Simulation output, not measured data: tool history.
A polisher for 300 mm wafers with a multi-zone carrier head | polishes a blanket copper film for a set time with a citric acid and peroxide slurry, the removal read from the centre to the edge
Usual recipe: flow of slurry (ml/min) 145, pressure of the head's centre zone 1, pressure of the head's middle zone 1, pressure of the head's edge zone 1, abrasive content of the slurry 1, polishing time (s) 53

| run | day | flow of slurry (ml/min) | pressure of the head's centre zone | pressure of the head's middle zone | pressure of the head's edge zone | abrasive content of the slurry | polishing time (s) | wafers since the last listed run | wafers polished on this pad | hours since the slurry nozzle was cleaned | hours since the centre zone pressure was calibrated | hours since the edge zone pressure was calibrated | hours since the carrier head's membrane was replaced | incoming thickness of the incoming film, nm | film removed at the wafer's centre (angstrom) | film removed at mid-radius (angstrom) | film removed at the wafer's edge (angstrom) |
|---|---|---|---|---|---|---|---|---|---|---|---|---|---|---|---|---|---|
| 1 | 0 | 145 | 1 | 0.9 | 1 | 1 | 53 | 0 | 820 | 168 | 891.8 | 341.2 | 963.9 | 822.9 | 1365 | 1290 | 1382 |
| 2 | 0.642 | 145 | 0.96 | 0.88 | 1 | 1 | 53 | 177 | 997 | 183.4 | 907.2 | 356.6 | 979.3 | 830 | 1338 | 1275 | 1386 |
| 3 | 1.208 | 145 | 1 | 0.89 | 1.09 | 1 | 53 | 156 | 1154 | 197 | 920.8 | 370.2 | 992.9 | 827.6 | 1384 | 1288 | 1411 |
|  | 1.342 | edge zone pressure recalibrated |
|  | 2.129 | carrier head's membrane replaced by a new one |
| 4 | 2.288 | 145 | 1 | 1.05 | 1 | 1 | 59 | 217 | 1371 | 222.9 | 946.7 | 22.7 | 3.8 | 826.6 | 1520 | 1637 | 1498 |
| 5 | 3.617 | 145 | 1.1 | 1 | 1 | 1 | 47 | 367 | 1739 | 254.8 | 978.6 | 54.6 | 35.7 | 839.5 | 1319 | 1245 | 1229 |
| 6 | 4.908 | 145 | 1.07 | 1.11 | 1 | 0.85 | 36 | 357 | 2096 | 285.8 | 1009.6 | 85.6 | 66.7 | 836.2 | 954 | 998 | 907 |
| 7 | 6.438 | 145 | 1 | 1 | 1 | 1 | 53 | 422 | 2519 | 322.5 | 1046.3 | 122.3 | 103.4 | 816.4 | 1374 | 1375 | 1393 |
|  | 6.671 | worn pad replaced by a new one |
| 8 | 10.8 | 145 | 1 | 1 | 0.92 | 1 | 53 | 1160 | 1141 | 427.2 | 1151 | 227 | 208.1 | 847.6 | 1362 | 1375 | 1315 |
| 9 | 11.617 | 105 | 0.9 | 1 | 1 | 1 | 53 | 225 | 1367 | 446.8 | 1170.6 | 246.6 | 227.7 | 829.1 | 1164 | 1298 | 1282 |
| 10 | 12.567 | 145 | 1 | 1 | 1 | 1 | 53 | 262 | 1630 | 469.6 | 1193.4 | 269.4 | 250.5 | 818.5 | 1315 | 1370 | 1362 |
| 11 | 13.704 | 145 | 1 | 1 | 1 | 1 | 53 | 314 | 1944 | 496.9 | 1220.7 | 296.7 | 277.8 | 831.1 | 1306 | 1364 | 1338 |
|  | 13.85 | edge zone pressure recalibrated |
|  | 14.412 | slurry nozzle cleaned |
| 12 | 15.154 | 145 | 1 | 1 | 1 | 1 | 53 | 366 | 2311 | 17.8 | 1255.5 | 31.3 | 312.6 | 833.8 | 1390 | 1428 | 1383 |
|  | 15.312 | centre zone pressure recalibrated |
| 13 | 16.267 | 145 | 1 | 0.94 | 1 | 1.3 | 53 | 284 | 2595 | 44.5 | 22.9 | 58 | 339.3 | 821.6 | 1467 | 1396 | 1432 |
|  | 16.675 | worn pad replaced by a new one |
| 14 | 17.512 | 145 | 1 | 1 | 1 | 1 | 53 | 298 | 232 | 74.4 | 52.8 | 87.9 | 369.2 | 846.8 | 1394 | 1392 | 1374 |
| 15 | 18.846 | 145 | 1 | 0.97 | 1.12 | 1 | 53 | 368 | 600 | 106.4 | 84.8 | 119.9 | 401.2 | 829 | 1378 | 1373 | 1471 |
| 16 | 19.696 | 170 | 1 | 0.92 | 0.97 | 1.15 | 53 | 235 | 835 | 126.8 | 105.2 | 140.3 | 421.6 | 829.4 | 1468 | 1381 | 1422 |
| 17 | 20.588 | 145 | 1 | 1 | 0.95 | 1 | 53 | 246 | 1082 | 148.2 | 126.6 | 161.7 | 443 | 830.8 | 1397 | 1409 | 1345 |
| 18 | 21.329 | 145 | 1 | 1 | 1 | 1.1 | 53 | 205 | 1287 | 166 | 144.4 | 179.5 | 460.8 | 829.4 | 1405 | 1412 | 1408 |
| 19 | 22.575 | 145 | 0.9 | 1.09 | 1 | 1.15 | 58 | 344 | 1631 | 195.9 | 174.3 | 209.4 | 490.7 | 844.1 | 1431 | 1661 | 1545 |
| 20 | 24.05 | 145 | 0.92 | 1 | 1 | 1 | 48 | 407 | 2039 | 231.3 | 209.7 | 244.8 | 526.1 | 826.3 | 1170 | 1244 | 1271 |
|  | 24.675 | worn pad replaced by a new one |
| 21 | 24.904 | 145 | 1 | 1 | 1 | 1 | 48 | 190 | 63 | 251.8 | 230.2 | 265.3 | 546.6 | 832.1 | 1211 | 1261 | 1250 |

Entry by entry between the runs, the difference in hidden state between the last listed run before and the first listed run after:
Runs 3 to 4: edge zone pressure recalibrated (day 1.342); carrier head's membrane replaced by a new one (day 2.129)
  slurry flow missing at the pad, %: 11.3 -> 12.7
  what was measured, less what the result would be without the hidden state, film removed at the wafer's centre (angstrom): -28 -> -35; film removed at mid-radius (angstrom): -23 -> -33; film removed at the wafer's edge (angstrom): -18 -> -22
Runs 7 to 8: worn pad replaced by a new one (day 6.671)
  slurry flow missing at the pad, %: 17.9 -> 23.4
  what was measured, less what the result would be without the hidden state, film removed at the wafer's centre (angstrom): -47 -> -64; film removed at mid-radius (angstrom): -41 -> -56; film removed at the wafer's edge (angstrom): -30 -> -38
Runs 11 to 12: edge zone pressure recalibrated (day 13.85); slurry nozzle cleaned (day 14.412)
  slurry flow missing at the pad, %: 27.1 -> 3.69
  what was measured, less what the result would be without the hidden state, film removed at the wafer's centre (angstrom): -74 -> -8; film removed at mid-radius (angstrom): -68 -> -8; film removed at the wafer's edge (angstrom): -47 -> -5
Runs 12 to 13: centre zone pressure recalibrated (day 15.312)
  slurry flow missing at the pad, %: 3.69 -> 5.09
  what was measured, less what the result would be without the hidden state, film removed at the wafer's centre (angstrom): -8 -> -12; film removed at mid-radius (angstrom): -8 -> -11; film removed at the wafer's edge (angstrom): -5 -> -8
Runs 13 to 14: worn pad replaced by a new one (day 16.675)
  slurry flow missing at the pad, %: 5.09 -> 6.67
  what was measured, less what the result would be without the hidden state, film removed at the wafer's centre (angstrom): -12 -> -16; film removed at mid-radius (angstrom): -11 -> -14; film removed at the wafer's edge (angstrom): -8 -> -10
Runs 20 to 21: worn pad replaced by a new one (day 24.675)
  slurry flow missing at the pad, %: 14.9 -> 16
  what was measured, less what the result would be without the hidden state, film removed at the wafer's centre (angstrom): -33 -> -36; film removed at mid-radius (angstrom): -30 -> -34; film removed at the wafer's edge (angstrom): -22 -> -24
